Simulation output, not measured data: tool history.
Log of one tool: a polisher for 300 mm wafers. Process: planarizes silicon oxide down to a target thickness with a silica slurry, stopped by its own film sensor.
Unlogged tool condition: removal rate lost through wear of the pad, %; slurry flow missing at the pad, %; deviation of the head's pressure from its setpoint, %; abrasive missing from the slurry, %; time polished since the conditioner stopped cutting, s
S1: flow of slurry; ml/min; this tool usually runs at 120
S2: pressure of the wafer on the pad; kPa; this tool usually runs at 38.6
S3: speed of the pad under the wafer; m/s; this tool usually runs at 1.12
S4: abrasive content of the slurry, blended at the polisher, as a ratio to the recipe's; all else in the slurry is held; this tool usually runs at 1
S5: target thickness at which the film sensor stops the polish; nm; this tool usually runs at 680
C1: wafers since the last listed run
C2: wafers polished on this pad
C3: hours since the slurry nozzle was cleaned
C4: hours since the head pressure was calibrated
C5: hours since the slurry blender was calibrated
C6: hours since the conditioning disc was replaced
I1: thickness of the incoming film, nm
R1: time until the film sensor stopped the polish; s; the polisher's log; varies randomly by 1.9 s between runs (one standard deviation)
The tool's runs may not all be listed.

run 1 day=0 | S1=120 S2=33.8 S3=1.12 S4=1 S5=680 | C1=0 C2=3014 C3=613.3 C4=487.2 C5=354.5 C6=146.5 | I1=1044.2 | R1=130
-- day=0.771 slurry blender recalibrated
-- day=0.904 worn pad replaced by a new one
run 2 day=1.696 | S1=120 S2=38.6 S3=1.12 S4=1 S5=680 | C1=338 C2=181 C3=654 C4=527.9 C5=22.2 C6=187.2 | I1=1041.5 | R1=115.2
run 3 day=3.638 | S1=100 S2=38.6 S3=1.12 S4=1 S5=680 | C1=443 C2=624 C3=700.6 C4=574.5 C5=68.8 C6=233.8 | I1=1034.1 | R1=114.3
-- day=4.067 head pressure recalibrated
run 4 day=4.846 | S1=120 S2=38.6 S3=1.12 S4=1 S5=680 | C1=256 C2=881 C3=729.6 C4=18.7 C5=97.8 C6=262.8 | I1=1036.5 | R1=114.8
-- day=5.25 slurry nozzle cleaned
run 5 day=8.329 | S1=120 S2=38.6 S3=1.12 S4=1 S5=680 | C1=785 C2=1666 C3=73.9 C4=102.3 C5=181.4 C6=346.4 | I1=1031.9 | R1=104.6
-- day=9.942 conditioning disc replaced and pad reconditioned
run 6 day=10.108 | S1=120 S2=38.6 S3=1.12 S4=1 S5=680 | C1=387 C2=2053 C3=116.6 C4=145 C5=224.1 C6=4 | I1=1025 | R1=101.4
run 7 day=12.762 | S1=120 S2=38.6 S3=1.12 S4=1 S5=680 | C1=605 C2=2659 C3=180.3 C4=208.7 C5=287.8 C6=67.7 | I1=1051.4 | R1=114.9
run 8 day=13.975 | S1=90 S2=38.6 S3=1.34 S4=1.1 S5=680 | C1=276 C2=2936 C3=209.4 C4=237.8 C5=316.9 C6=96.8 | I1=1055.1 | R1=95.3
run 9 day=15.233 | S1=120 S2=49.6 S3=1.12 S4=1 S5=680 | C1=287 C2=3223 C3=239.6 C4=268 C5=347.1 C6=127 | I1=1044.2 | R1=84.8
-- day=15.688 slurry blender recalibrated
-- day=16.171 worn pad replaced by a new one
run 10 day=16.854 | S1=120 S2=34.5 S3=1.12 S4=1 S5=595 | C1=312 C2=155 C3=278.5 C4=306.9 C5=28 C6=165.9 | I1=1050.5 | R1=151.7
run 11 day=22.154 | S1=120 S2=38.6 S3=1.12 S4=0.9 S5=619 | C1=1209 C2=1365 C3=405.7 C4=434.1 C5=155.2 C6=293.1 | I1=1059.5 | R1=134.9
run 12 day=24.212 | S1=90 S2=38.6 S3=1.34 S4=1.1 S5=680 | C1=469 C2=1835 C3=455.1 C4=483.5 C5=204.6 C6=342.5 | I1=1035.4 | R1=94.9
run 13 day=26.921 | S1=120 S2=38.6 S3=1.12 S4=1 S5=680 | C1=618 C2=2453 C3=520.1 C4=548.5 C5=269.6 C6=407.5 | I1=1032.9 | R1=109.4
-- day=28.075 conditioning disc replaced and pad reconditioned
-- day=28.912 head pressure recalibrated
run 14 day=29.179 | S1=120 S2=33.1 S3=1.12 S4=1 S5=680 | C1=477 C2=2931 C3=574.3 C4=6.4 C5=323.8 C6=26.5 | I1=1059.4 | R1=140.7
-- day=30.446 worn pad replaced by a new one
run 15 day=30.467 | S1=120 S2=49.6 S3=0.78 S4=1 S5=680 | C1=255 C2=4 C3=605.2 C4=37.3 C5=354.7 C6=57.4 | I1=1021.5 | R1=115.5
-- day=32.354 slurry blender recalibrated
-- day=32.375 slurry nozzle cleaned
run 16 day=33.408 | S1=120 S2=38.6 S3=1.12 S4=1 S5=753 | C1=647 C2=652 C3=24.8 C4=107.9 C5=25.3 C6=128 | I1=1031.6 | R1=82.3
run 17 day=36.371 | S1=120 S2=38.6 S3=1.12 S4=1 S5=680 | C1=676 C2=1328 C3=95.9 C4=179 C5=96.4 C6=199.1 | I1=1031.1 | R1=101.5
run 18 day=38.421 | S1=160 S2=38.6 S3=0.72 S4=0.9 S5=784 | C1=467 C2=1796 C3=145.1 C4=228.2 C5=145.6 C6=248.3 | I1=1022.1 | R1=98.5
run 19 day=41.329 | S1=110 S2=44.8 S3=0.86 S4=1 S5=610 | C1=663 C2=2460 C3=214.9 C4=298 C5=215.4 C6=318.1 | I1=1039.2 | R1=141.8
run 20 day=43.425 | S1=120 S2=38.6 S3=1.12 S4=1 S5=680 | C1=478 C2=2938 C3=265.2 C4=348.3 C5=265.7 C6=368.4 | I1=1029.8 | R1=105.1
-- day=44.021 worn pad replaced by a new one
run 21 day=44.867 | S1=120 S2=38.6 S3=1.12 S4=0.85 S5=680 | C1=291 C2=192 C3=299.8 C4=382.9 C5=300.3 C6=403 | I1=1034.6 | R1=107
-- day=45.542 conditioning disc replaced and pad reconditioned
run 22 day=48.138 | S1=90 S2=38.6 S3=1.12 S4=1 S5=764 | C1=727 C2=920 C3=378.3 C4=461.4 C5=378.8 C6=62.3 | I1=1027.3 | R1=83.6
-- day=48.95 slurry blender recalibrated
-- day=49.171 head pressure recalibrated
run 23 day=50.842 | S1=120 S2=38.6 S3=1.12 S4=1 S5=680 | C1=579 C2=1499 C3=443.2 C4=40.1 C5=45.4 C6=127.2 | I1=1022.9 | R1=103
run 24 day=52.758 | S1=90 S2=38.6 S3=1.34 S4=1.1 S5=680 | C1=437 C2=1937 C3=489.2 C4=86.1 C5=91.4 C6=173.2 | I1=1050.7 | R1=98.4
run 25 day=55.142 | S1=120 S2=38.6 S3=0.82 S4=1 S5=680 | C1=544 C2=2481 C3=546.4 C4=143.3 C5=148.6 C6=230.4 | I1=1052.2 | R1=145.8

Forecast each of these 4 alternatives for the next run:
run A day=55.162 | S1=120 S2=38.6 S3=1.12 S4=1 S5=680 | C1=4 C2=2485 C3=546.9 C4=143.8 C5=149.1 C6=230.9 | I1=1037.8 | R1=?
run B day=55.162 | S1=85 S2=38.6 S3=1.12 S4=1 S5=620 | C1=4 C2=2485 C3=546.9 C4=143.8 C5=149.1 C6=230.9 | I1=1037.8 | R1=?
run C day=55.162 | S1=120 S2=38.6 S3=1.52 S4=1 S5=680 | C1=4 C2=2485 C3=546.9 C4=143.8 C5=149.1 C6=230.9 | I1=1037.8 | R1=?
run D day=55.162 | S1=120 S2=38.6 S3=1.12 S4=1 S5=712 | C1=4 C2=2485 C3=546.9 C4=143.8 C5=149.1 C6=230.9 | I1=1037.8 | R1=?

run=A R1=108.8
run=B R1=133.9
run=C R1=85.2
run=D R1=99.1
Without the tool's unlogged condition, the same runs would have read:
run=A R1=104.3
run=B R1=127.4
run=C R1=81.7
run=D R1=95
